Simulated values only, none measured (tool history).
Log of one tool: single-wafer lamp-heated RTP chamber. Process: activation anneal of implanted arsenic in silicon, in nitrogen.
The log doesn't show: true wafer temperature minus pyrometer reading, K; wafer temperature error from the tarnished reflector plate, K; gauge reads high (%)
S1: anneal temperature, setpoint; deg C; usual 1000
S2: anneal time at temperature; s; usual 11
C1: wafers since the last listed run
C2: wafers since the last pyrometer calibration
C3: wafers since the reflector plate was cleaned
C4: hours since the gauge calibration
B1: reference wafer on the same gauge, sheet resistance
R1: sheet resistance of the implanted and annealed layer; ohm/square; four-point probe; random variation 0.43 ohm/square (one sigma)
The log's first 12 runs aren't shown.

Run 13, hour 819: usual settings; C1 913; C2 12716; C3 3444; C4 2318.9; B1 194.88. Result: R1 182.64 ohm/square.
At hour 857.3: pyrometer window cleaned and pyrometer calibrated.
Run 14, hour 861.3: usual settings; C1 631; C2 73; C3 4076; C4 2361.2; B1 195.03. Result: R1 186.22 ohm/square.
Run 15, hour 903.7: usual settings; C1 780; C2 854; C3 4856; C4 2403.6; B1 194.91. Result: R1 185.17 ohm/square.
Run 16, hour 953.3: usual settings but S1 991 deg C, S2 13 s; C1 913; C2 1767; C3 5770; C4 2453.2; B1 195.03. Result: R1 186.47 ohm/square.
Run 17, hour 1025.9: usual settings but S1 1011 deg C, S2 5 s; C1 1336; C2 3104; C3 7106; C4 2525.8; B1 194.99. Result: R1 189.46 ohm/square.
Run 18, hour 1116.2: usual settings but S1 1018 deg C, S2 17 s; C1 1662; C2 4766; C3 8768; C4 2616.1; B1 194.78. Result: R1 173.68 ohm/square.
Run 19, hour 1200.1: usual settings; C1 1544; C2 6311; C3 10313; C4 2700; B1 195.12. Result: R1 182 ohm/square.
At hour 1239.1: reflector plate cleaned.
Run 20, hour 1274.7: usual settings but S1 1025 deg C, S2 5 s; C1 1226; C2 7537; C3 654; C4 2774.6; B1 194.96. Result: R1 185.16 ohm/square.
Run 21, hour 1371: usual settings but S1 1017 deg C, S2 9 s; C1 1772; C2 9309; C3 2427; C4 2870.9; B1 194.98. Result: R1 181.5 ohm/square.
Run 22, hour 1420.1: usual settings but S1 991 deg C, S2 14 s; C1 903; C2 10213; C3 3331; C4 2920; B1 195.1. Result: R1 183.92 ohm/square.
At hour 1461.6: pyrometer window cleaned and pyrometer calibrated.
Run 23, hour 1506: usual settings; C1 1434; C2 817; C3 4765; C4 3005.9; B1 194.85. Result: R1 185.79 ohm/square.
Run 24, hour 1577.3: usual settings; C1 1312; C2 2129; C3 6078; C4 3077.2; B1 195.1. Result: R1 184.87 ohm/square.
Run 25, hour 1622.2: usual settings; C1 826; C2 2956; C3 6904; C4 3122.1; B1 195.01. Result: R1 185.35 ohm/square.
Run 26, hour 1684.9: usual settings but S1 1008 deg C; C1 1154; C2 4110; C3 8059; C4 3184.8; B1 194.95. Result: R1 181.44 ohm/square.
Run 27, hour 1770.3: usual settings but S1 1018 deg C; C1 1572; C2 5682; C3 9631; C4 3270.2; B1 194.99. Result: R1 178.65 ohm/square.
At hour 1803.2: gauge calibrated.
Run 28, hour 1963: usual settings; C1 3547; C2 9230; C3 13178; C4 159.8; B1 194.85. Result: R1 180.9 ohm/square.
At hour 2002.3: reflector plate cleaned.
Run 29, hour 2002.8: usual settings but S2 17 s; C1 585; C2 9815; C3 8; C4 199.6; B1 194.86. Result: R1 179.08 ohm/square.
Run 30, hour 2094.2: usual settings; C1 1682; C2 11498; C3 1690; C4 291; B1 195.04. Result: R1 183.09 ohm/square.
At hour 2171.3: pyrometer window cleaned and pyrometer calibrated.
Run 31, hour 2194.4: usual settings but S1 978 deg C, S2 9 s; C1 1697; C2 425; C3 3388; C4 391.2; B1 195. Result: R1 193.21 ohm/square.
Run 32, hour 2278.7: usual settings but S2 16 s; C1 1551; C2 1976; C3 4940; C4 475.5; B1 194.94. Result: R1 181.92 ohm/square.
Run 33, hour 2329.9: usual settings but S1 1029 deg C, S2 5 s; C1 942; C2 2919; C3 5882; C4 526.7; B1 195.04. Result: R1 185.4 ohm/square.
Run 34, hour 2436.6: usual settings but S1 1015 deg C, S2 14 s; C1 1964; C2 4883; C3 7847; C4 633.4; B1 194.97. Result: R1 176.74 ohm/square.
Run 35, hour 2520.5: usual settings; C1 1544; C2 6428; C3 9391; C4 717.3; B1 195.01. Result: R1 183.67 ohm/square.

Forecast each of these 5 alternatives for the next run:
Run A, hour 2520.9: usual settings; C1 7; C2 6435; C3 9398; C4 717.7; B1 ?. Result: R1 ?.
Run B, hour 2520.9: usual settings but S1 970 deg C, S2 7 s; C1 7; C2 6435; C3 9398; C4 717.7; B1 ?. Result: R1 ?.
Run C, hour 2520.9: usual settings but S2 5 s; C1 7; C2 6435; C3 9398; C4 717.7; B1 ?. Result: R1 ?.
Run D, hour 2520.9: usual settings but S1 989 deg C, S2 14 s; C1 7; C2 6435; C3 9398; C4 717.7; B1 ?. Result: R1 ?.
Run E, hour 2520.9: usual settings but S1 982 deg C, S2 13 s; C1 7; C2 6435; C3 9398; C4 717.7; B1 ?. Result: R1 ?.

run      B1      R1
  A  195.05  183.62
  B  195.05  195.29
  C  195.05  191.12
  D  195.05  184.11
  E  195.05  186.79
Without the tool's hidden state the same runs would have given:
run      R1
  A  186.71
  B  198.11
  C   193.8
  D  187.23
  E  189.71
